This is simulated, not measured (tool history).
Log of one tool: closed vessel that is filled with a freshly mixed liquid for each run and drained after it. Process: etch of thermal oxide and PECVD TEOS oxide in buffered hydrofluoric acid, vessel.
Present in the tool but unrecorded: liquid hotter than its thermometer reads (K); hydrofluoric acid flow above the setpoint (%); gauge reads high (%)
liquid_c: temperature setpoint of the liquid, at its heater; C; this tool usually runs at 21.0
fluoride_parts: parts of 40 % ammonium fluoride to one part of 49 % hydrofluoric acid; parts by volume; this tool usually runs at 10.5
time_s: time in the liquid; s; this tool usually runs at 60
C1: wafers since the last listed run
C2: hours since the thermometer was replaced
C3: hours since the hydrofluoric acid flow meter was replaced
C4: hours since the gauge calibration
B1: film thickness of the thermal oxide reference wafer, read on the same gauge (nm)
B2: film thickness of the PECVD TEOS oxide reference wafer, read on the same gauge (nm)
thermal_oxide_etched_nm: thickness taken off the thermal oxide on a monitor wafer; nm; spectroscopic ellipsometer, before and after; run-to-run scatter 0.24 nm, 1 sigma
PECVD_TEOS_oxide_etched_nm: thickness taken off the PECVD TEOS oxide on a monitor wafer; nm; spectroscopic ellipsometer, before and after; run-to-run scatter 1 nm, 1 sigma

{"run": 1, "hour": 0.0, "liquid_c": 21.0, "fluoride_parts": 10.5, "time_s": 60, "C1": 0, "C2": 585.1, "C3": 1027.1, "C4": 1685.8, "B1": 89.97, "B2": 149.97, "thermal_oxide_etched_nm": 56.99, "PECVD_TEOS_oxide_etched_nm": 122.13}
{"run": 2, "hour": 46.7, "liquid_c": 21.0, "fluoride_parts": 10.5, "time_s": 60, "C1": 4966, "C2": 631.8, "C3": 1073.8, "C4": 1732.5, "B1": 89.99, "B2": 150.0, "thermal_oxide_etched_nm": 57.34, "PECVD_TEOS_oxide_etched_nm": 120.27}
{"run": 3, "hour": 129.2, "liquid_c": 21.0, "fluoride_parts": 10.5, "time_s": 60, "C1": 8773, "C2": 714.3, "C3": 1156.3, "C4": 1815.0, "B1": 90.01, "B2": 150.05, "thermal_oxide_etched_nm": 56.88, "PECVD_TEOS_oxide_etched_nm": 121.15}
{"run": 4, "hour": 207.7, "liquid_c": 21.0, "fluoride_parts": 10.5, "time_s": 60, "C1": 8347, "C2": 792.8, "C3": 1234.8, "C4": 1893.5, "B1": 89.99, "B2": 150.04, "thermal_oxide_etched_nm": 57.56, "PECVD_TEOS_oxide_etched_nm": 122.23}
{"run": 5, "hour": 245.2, "liquid_c": 21.0, "fluoride_parts": 10.5, "time_s": 60, "C1": 3987, "C2": 830.3, "C3": 1272.3, "C4": 1931.0, "B1": 89.97, "B2": 149.97, "thermal_oxide_etched_nm": 57.25, "PECVD_TEOS_oxide_etched_nm": 121.42}
{"run": 6, "hour": 288.9, "liquid_c": 21.0, "fluoride_parts": 12.0, "time_s": 60, "C1": 4647, "C2": 874.0, "C3": 1316.0, "C4": 1974.7, "B1": 90.0, "B2": 149.99, "thermal_oxide_etched_nm": 50.09, "PECVD_TEOS_oxide_etched_nm": 106.09}
{"run": 7, "hour": 348.1, "liquid_c": 24.0, "fluoride_parts": 8.5, "time_s": 40, "C1": 6295, "C2": 933.2, "C3": 1375.2, "C4": 2033.9, "B1": 90.0, "B2": 149.99, "thermal_oxide_etched_nm": 53.81, "PECVD_TEOS_oxide_etched_nm": 114.4}
{"run": 8, "hour": 451.4, "liquid_c": 21.0, "fluoride_parts": 10.5, "time_s": 60, "C1": 10985, "C2": 1036.5, "C3": 1478.5, "C4": 2137.2, "B1": 89.96, "B2": 150.01, "thermal_oxide_etched_nm": 58.07, "PECVD_TEOS_oxide_etched_nm": 120.8}
{"run": 9, "hour": 554.1, "liquid_c": 21.0, "fluoride_parts": 10.5, "time_s": 60, "C1": 10921, "C2": 1139.2, "C3": 1581.2, "C4": 2239.9, "B1": 89.98, "B2": 149.98, "thermal_oxide_etched_nm": 57.49, "PECVD_TEOS_oxide_etched_nm": 121.95}
{"run": 10, "hour": 600.0, "liquid_c": 25.0, "fluoride_parts": 10.5, "time_s": 80, "C1": 4881, "C2": 1185.1, "C3": 1627.1, "C4": 2285.8, "B1": 90.04, "B2": 149.99, "thermal_oxide_etched_nm": 95.86, "PECVD_TEOS_oxide_etched_nm": 203.6}
{"hour": 626.5, "done": "gauge calibrated"}
{"run": 11, "hour": 643.5, "liquid_c": 21.0, "fluoride_parts": 9.0, "time_s": 85, "C1": 4625, "C2": 1228.6, "C3": 1670.6, "C4": 17.0, "B1": 89.97, "B2": 149.98, "thermal_oxide_etched_nm": 92.39, "PECVD_TEOS_oxide_etched_nm": 194.74}
{"run": 12, "hour": 739.5, "liquid_c": 21.0, "fluoride_parts": 10.5, "time_s": 60, "C1": 10208, "C2": 1324.6, "C3": 1766.6, "C4": 113.0, "B1": 90.04, "B2": 149.97, "thermal_oxide_etched_nm": 58.5, "PECVD_TEOS_oxide_etched_nm": 121.13}
{"run": 13, "hour": 776.2, "liquid_c": 18.5, "fluoride_parts": 7.5, "time_s": 90, "C1": 3902, "C2": 1361.3, "C3": 1803.3, "C4": 149.7, "B1": 90.0, "B2": 149.95, "thermal_oxide_etched_nm": 103.64, "PECVD_TEOS_oxide_etched_nm": 219.01}
{"hour": 896.1, "done": "hydrofluoric acid flow meter replaced"}
{"hour": 903.3, "done": "thermometer replaced"}
{"run": 14, "hour": 913.4, "liquid_c": 21.0, "fluoride_parts": 10.5, "time_s": 60, "C1": 14377, "C2": 10.1, "C3": 17.3, "C4": 286.9, "B1": 89.98, "B2": 149.97, "thermal_oxide_etched_nm": 56.17, "PECVD_TEOS_oxide_etched_nm": 117.81}
{"run": 15, "hour": 974.8, "liquid_c": 23.0, "fluoride_parts": 7.0, "time_s": 30, "C1": 6529, "C2": 71.5, "C3": 78.7, "C4": 348.3, "B1": 90.01, "B2": 150.02, "thermal_oxide_etched_nm": 46.02, "PECVD_TEOS_oxide_etched_nm": 98.38}
{"run": 16, "hour": 1058.6, "liquid_c": 21.0, "fluoride_parts": 10.5, "time_s": 60, "C1": 8911, "C2": 155.3, "C3": 162.5, "C4": 432.1, "B1": 90.01, "B2": 150.0, "thermal_oxide_etched_nm": 56.4, "PECVD_TEOS_oxide_etched_nm": 120.25}
{"run": 17, "hour": 1131.5, "liquid_c": 21.0, "fluoride_parts": 10.5, "time_s": 30, "C1": 7752, "C2": 228.2, "C3": 235.4, "C4": 505.0, "B1": 90.01, "B2": 150.02, "thermal_oxide_etched_nm": 28.26, "PECVD_TEOS_oxide_etched_nm": 59.91}
{"run": 18, "hour": 1227.2, "liquid_c": 23.5, "fluoride_parts": 10.5, "time_s": 60, "C1": 10176, "C2": 323.9, "C3": 331.1, "C4": 600.7, "B1": 89.99, "B2": 149.99, "thermal_oxide_etched_nm": 65.49, "PECVD_TEOS_oxide_etched_nm": 136.98}
{"run": 19, "hour": 1316.7, "liquid_c": 24.0, "fluoride_parts": 8.0, "time_s": 70, "C1": 9517, "C2": 413.4, "C3": 420.6, "C4": 690.2, "B1": 89.98, "B2": 150.06, "thermal_oxide_etched_nm": 99.48, "PECVD_TEOS_oxide_etched_nm": 212.19}
{"run": 20, "hour": 1404.8, "liquid_c": 17.0, "fluoride_parts": 10.5, "time_s": 60, "C1": 9368, "C2": 501.5, "C3": 508.7, "C4": 778.3, "B1": 90.02, "B2": 150.0, "thermal_oxide_etched_nm": 45.47, "PECVD_TEOS_oxide_etched_nm": 96.0}
{"run": 21, "hour": 1575.5, "liquid_c": 21.0, "fluoride_parts": 10.5, "time_s": 60, "C1": 18152, "C2": 672.2, "C3": 679.4, "C4": 949.0, "B1": 90.01, "B2": 149.96, "thermal_oxide_etched_nm": 57.3, "PECVD_TEOS_oxide_etched_nm": 122.86}
{"run": 22, "hour": 1629.2, "liquid_c": 22.5, "fluoride_parts": 10.5, "time_s": 60, "C1": 5710, "C2": 725.9, "C3": 733.1, "C4": 1002.7, "B1": 90.01, "B2": 149.99, "thermal_oxide_etched_nm": 62.03, "PECVD_TEOS_oxide_etched_nm": 130.81}
{"run": 23, "hour": 1681.6, "liquid_c": 21.0, "fluoride_parts": 14.5, "time_s": 60, "C1": 5572, "C2": 778.3, "C3": 785.5, "C4": 1055.1, "B1": 89.98, "B2": 150.05, "thermal_oxide_etched_nm": 41.78, "PECVD_TEOS_oxide_etched_nm": 87.37}
{"run": 24, "hour": 1719.6, "liquid_c": 24.0, "fluoride_parts": 10.5, "time_s": 60, "C1": 4040, "C2": 816.3, "C3": 823.5, "C4": 1093.1, "B1": 90.01, "B2": 150.01, "thermal_oxide_etched_nm": 67.88, "PECVD_TEOS_oxide_etched_nm": 141.85}
{"run": 25, "hour": 1759.9, "liquid_c": 21.0, "fluoride_parts": 10.5, "time_s": 75, "C1": 4285, "C2": 856.6, "C3": 863.8, "C4": 1133.4, "B1": 89.99, "B2": 149.98, "thermal_oxide_etched_nm": 71.73, "PECVD_TEOS_oxide_etched_nm": 154.01}
{"run": 26, "hour": 1844.1, "liquid_c": 17.0, "fluoride_parts": 7.0, "time_s": 30, "C1": 8953, "C2": 940.8, "C3": 948.0, "C4": 1217.6, "B1": 90.01, "B2": 149.97, "thermal_oxide_etched_nm": 33.92, "PECVD_TEOS_oxide_etched_nm": 71.52}
{"run": 27, "hour": 1933.0, "liquid_c": 21.0, "fluoride_parts": 10.5, "time_s": 60, "C1": 9453, "C2": 1029.7, "C3": 1036.9, "C4": 1306.5, "B1": 89.99, "B2": 150.0, "thermal_oxide_etched_nm": 57.68, "PECVD_TEOS_oxide_etched_nm": 121.75}

3 ways to go on from here, each from the tool as it stands after run 27. What would each give?
{"run": "A", "hour": 1933.7, "liquid_c": 21.0, "fluoride_parts": 10.5, "time_s": 50, "C1": 74, "C2": 1030.4, "C3": 1037.6, "C4": 1307.2, "B1": "?", "B2": "?", "thermal_oxide_etched_nm": "?", "PECVD_TEOS_oxide_etched_nm": "?"}
{"run": "B", "hour": 1933.7, "liquid_c": 24.0, "fluoride_parts": 13.5, "time_s": 45, "C1": 74, "C2": 1030.4, "C3": 1037.6, "C4": 1307.2, "B1": "?", "B2": "?", "thermal_oxide_etched_nm": "?", "PECVD_TEOS_oxide_etched_nm": "?"}
{"run": "C", "hour": 1933.7, "liquid_c": 24.0, "fluoride_parts": 12.5, "time_s": 60, "C1": 74, "C2": 1030.4, "C3": 1037.6, "C4": 1307.2, "B1": "?", "B2": "?", "thermal_oxide_etched_nm": "?", "PECVD_TEOS_oxide_etched_nm": "?"}

run=A B1=90.00 B2=150.03 thermal_oxide_etched_nm=47.85 PECVD_TEOS_oxide_etched_nm=104.31
run=B B1=90.00 B2=150.03 thermal_oxide_etched_nm=39.71 PECVD_TEOS_oxide_etched_nm=86.58
run=C B1=90.00 B2=150.03 thermal_oxide_etched_nm=57.10 PECVD_TEOS_oxide_etched_nm=124.47
Without the tool's unlogged condition, the same runs would have read:
run=A thermal_oxide_etched_nm=46.18 PECVD_TEOS_oxide_etched_nm=100.67
run=B thermal_oxide_etched_nm=38.35 PECVD_TEOS_oxide_etched_nm=83.61
run=C thermal_oxide_etched_nm=55.14 PECVD_TEOS_oxide_etched_nm=120.21
